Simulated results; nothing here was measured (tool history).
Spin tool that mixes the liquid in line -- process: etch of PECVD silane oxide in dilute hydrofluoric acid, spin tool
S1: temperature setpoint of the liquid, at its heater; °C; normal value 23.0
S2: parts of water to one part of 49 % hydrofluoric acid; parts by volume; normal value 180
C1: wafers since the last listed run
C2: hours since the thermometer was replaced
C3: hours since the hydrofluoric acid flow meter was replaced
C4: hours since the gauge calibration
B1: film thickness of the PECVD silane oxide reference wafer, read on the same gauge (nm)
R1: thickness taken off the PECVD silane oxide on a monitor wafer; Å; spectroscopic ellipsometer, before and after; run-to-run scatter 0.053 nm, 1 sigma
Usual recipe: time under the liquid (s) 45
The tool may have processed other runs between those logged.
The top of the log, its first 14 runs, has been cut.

Run 15, hour 1098.6: usual settings; C1 582; C2 935.6; C3 347.9; C4 3231.4; B1 59.94. Result: R1 80.8 Å.
Run 16, hour 1166.0: usual settings; C1 567; C2 1003.0; C3 415.3; C4 3298.8; B1 60.04. Result: R1 81.2 Å.
At hour 1384.6: gauge calibrated.
Run 17, hour 1450.5: usual settings but time under the liquid (s) 20; C1 2393; C2 1287.5; C3 699.8; C4 65.9; B1 59.99. Result: R1 35.1 Å.
Run 18, hour 1556.3: usual settings; C1 890; C2 1393.3; C3 805.6; C4 171.7; B1 59.97. Result: R1 79.1 Å.
Run 19, hour 1648.5: usual settings but S1 20.0 °C, S2 210 parts by volume, time under the liquid (s) 40; C1 775; C2 1485.5; C3 897.8; C4 263.9; B1 60.01. Result: R1 52.0 Å.
Run 20, hour 1723.1: usual settings but S1 24.5 °C, S2 95 parts by volume, time under the liquid (s) 65; C1 627; C2 1560.1; C3 972.4; C4 338.5; B1 59.97. Result: R1 254.6 Å.
Run 21, hour 1771.9: usual settings but S1 21.0 °C; C1 410; C2 1608.9; C3 1021.2; C4 387.3; B1 60.01. Result: R1 73.0 Å.
At hour 1778.5: hydrofluoric acid flow meter replaced.
Run 22, hour 1812.8: usual settings but S1 20.5 °C, S2 270 parts by volume, time under the liquid (s) 65; C1 335; C2 1649.8; C3 34.3; C4 428.2; B1 59.96. Result: R1 68.8 Å.
Run 23, hour 1879.3: usual settings but S1 28.0 °C, S2 125 parts by volume, time under the liquid (s) 25; C1 559; C2 1716.3; C3 100.8; C4 494.7; B1 60.00. Result: R1 88.6 Å.
Run 24, hour 1926.4: usual settings; C1 396; C2 1763.4; C3 147.9; C4 541.8; B1 59.97. Result: R1 85.9 Å.
Run 25, hour 2009.3: usual settings; C1 697; C2 1846.3; C3 230.8; C4 624.7; B1 59.98. Result: R1 85.1 Å.
Run 26, hour 2075.0: usual settings; C1 552; C2 1912.0; C3 296.5; C4 690.4; B1 60.02. Result: R1 84.7 Å.
Run 27, hour 2143.9: usual settings but S1 27.0 °C, time under the liquid (s) 25; C1 579; C2 1980.9; C3 365.4; C4 759.3; B1 60.00. Result: R1 54.2 Å.
Run 28, hour 2229.2: usual settings but S1 18.5 °C, S2 225 parts by volume, time under the liquid (s) 25; C1 717; C2 2066.2; C3 450.7; C4 844.6; B1 60.00. Result: R1 29.8 Å.
Run 29, hour 2283.8: usual settings but S2 140 parts by volume; C1 459; C2 2120.8; C3 505.3; C4 899.2; B1 59.99. Result: R1 113.1 Å.
Run 30, hour 2329.1: usual settings; C1 381; C2 2166.1; C3 550.6; C4 944.5; B1 59.98. Result: R1 84.8 Å.
Run 31, hour 2618.9: usual settings but S1 27.0 °C, time under the liquid (s) 20; C1 2437; C2 2455.9; C3 840.4; C4 1234.3; B1 60.03. Result: R1 42.2 Å.
Run 32, hour 2705.1: usual settings but S1 21.5 °C, S2 135 parts by volume; C1 725; C2 2542.1; C3 926.6; C4 1320.5; B1 60.00. Result: R1 109.3 Å.
At hour 2787.4: thermometer replaced.
Run 33, hour 2797.1: usual settings but time under the liquid (s) 60; C1 765; C2 9.7; C3 1018.6; C4 1412.5; B1 59.99. Result: R1 101.2 Å.
Run 34, hour 2899.2: usual settings but S2 240 parts by volume; C1 858; C2 111.8; C3 1120.7; C4 1514.6; B1 59.99. Result: R1 52.5 Å.

Branching from run 34: 3 alternative next runs. What would each branch give?
Run A, hour 2899.6: usual settings but S2 210 parts by volume; C1 3; C2 112.2; C3 1121.1; C4 1515.0; B1 ?. Result: R1 ?.
Run B, hour 2899.6: usual settings but S2 255 parts by volume; C1 3; C2 112.2; C3 1121.1; C4 1515.0; B1 ?. Result: R1 ?.
Run C, hour 2899.6: usual settings but time under the liquid (s) 70; C1 3; C2 112.2; C3 1121.1; C4 1515.0; B1 ?. Result: R1 ?.

run     B1     R1
  A  59.98   62.0
  B  59.98   48.6
  C  59.98  116.4
What these runs would have given with no unlogged condition in the tool:
run     R1
  A   67.4
  B   53.0
  C  126.2

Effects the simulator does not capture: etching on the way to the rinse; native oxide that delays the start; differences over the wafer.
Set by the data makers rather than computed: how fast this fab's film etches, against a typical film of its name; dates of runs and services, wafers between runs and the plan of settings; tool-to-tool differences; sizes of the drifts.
